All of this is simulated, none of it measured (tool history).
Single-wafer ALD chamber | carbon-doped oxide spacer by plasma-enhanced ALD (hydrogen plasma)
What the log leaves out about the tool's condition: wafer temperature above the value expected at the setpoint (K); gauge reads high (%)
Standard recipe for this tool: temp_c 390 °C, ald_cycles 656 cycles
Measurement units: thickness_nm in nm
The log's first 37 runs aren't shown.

run   hour  temp_c  ald_cycles  wafers since the last listed run  hours since the last thermocouple change  hours since the gauge calibration  read-back reference wafer on the same gauge, thickness_nm  thickness_nm
 38  454.3     390         605                                 5                                       189                              263.8                                                     27.524        29.758
 39    472     382         567                                 6                                     206.7                              281.5                                                     27.515        28.099
 40  481.7     381         690                                 3                                     216.4                              291.2                                                     27.478         33.89
 41  491.3     398         656                                 3                                       226                              300.8                                                      27.47        32.417
 42  497.5     396         736                                 2                                     232.2                                307                                                     27.467        36.176
 43    515     390         656                                 6                                     249.7                              324.5                                                     27.468        32.319
 44  532.8     376         595                                 6                                     267.5                              342.3                                                     27.449        29.247
 45  546.7     382         567                                 5                                     281.4                              356.2                                                     27.461        27.941

Branching from run 45: 5 alternative next runs. What would each branch give?
  A  548.1     390         656                                 0                                     282.8                              357.6                                                          ?             ?
  B  548.1     380         705                                 0                                     282.8                              357.6                                                          ?             ?
  C  548.1     390         725                                 0                                     282.8                              357.6                                                          ?             ?
  D  548.1     385         656                                 0                                     282.8                              357.6                                                          ?             ?
  E  548.1     398         543                                 0                                     282.8                              357.6                                                          ?             ?

run  read-back reference wafer on the same gauge, thickness_nm  thickness_nm
  A                                                     27.458        32.291
  B                                                     27.458        34.703
  C                                                     27.458        35.687
  D                                                     27.458        32.291
  E                                                     27.458        26.728
Without the tool's unlogged condition, the same runs would have read:
run  thickness_nm
  A        32.589
  B        35.024
  C        36.017
  D        32.589
  E        26.976
